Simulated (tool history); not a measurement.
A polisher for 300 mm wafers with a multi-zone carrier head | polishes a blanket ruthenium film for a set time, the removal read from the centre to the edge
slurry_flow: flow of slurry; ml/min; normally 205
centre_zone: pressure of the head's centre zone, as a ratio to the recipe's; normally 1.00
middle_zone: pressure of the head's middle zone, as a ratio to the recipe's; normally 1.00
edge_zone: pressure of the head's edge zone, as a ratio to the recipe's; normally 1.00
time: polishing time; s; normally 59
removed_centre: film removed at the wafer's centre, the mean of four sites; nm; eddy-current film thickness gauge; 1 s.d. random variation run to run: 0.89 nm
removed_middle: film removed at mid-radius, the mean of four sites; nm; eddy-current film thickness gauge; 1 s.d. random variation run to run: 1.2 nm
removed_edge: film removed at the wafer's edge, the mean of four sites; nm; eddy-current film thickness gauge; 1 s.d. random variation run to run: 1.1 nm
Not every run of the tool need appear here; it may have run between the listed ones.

run,hour,slurry_flow,centre_zone,middle_zone,edge_zone,time,"incoming thickness of the incoming film, nm",removed_centre,removed_middle,removed_edge
1,0.0,205,1.00,1.00,1.00,59,528.4,100.9,101.7,98.1
2,58.8,205,1.00,1.00,1.00,59,520.5,102.5,98.8,97.6
# hour 99.4: worn pad replaced by a new one
3,161.6,205,1.00,1.00,1.00,59,527.5,103.2,102.8,99.6
# hour 172.1: carrier head's membrane replaced by a new one
4,204.5,205,1.00,1.00,1.00,59,526.7,104.7,100.0,99.9
5,285.4,205,1.00,1.00,1.00,59,528.8,102.6,99.9,100.0
# hour 298.9: worn pad replaced by a new one
6,343.8,205,1.00,1.00,1.00,59,534.3,103.3,102.1,100.9
# hour 392.2: centre zone pressure recalibrated
7,405.9,205,0.92,1.00,1.00,59,533.2,93.8,100.5,99.7

Forecast run 8:
# hour 421.2: slurry nozzle cleaned
8,473.9,270,0.97,0.93,0.92,59,539.1,?,?,?

Run 8 yielded removed_centre 102.0 nm, removed_middle 96.9 nm, removed_edge 97.6 nm.
Were there no unlogged condition in the tool, this run, its random variation unchanged, would have produced removed_centre 106.5 nm, removed_middle 101.2 nm, removed_edge 101.9 nm.

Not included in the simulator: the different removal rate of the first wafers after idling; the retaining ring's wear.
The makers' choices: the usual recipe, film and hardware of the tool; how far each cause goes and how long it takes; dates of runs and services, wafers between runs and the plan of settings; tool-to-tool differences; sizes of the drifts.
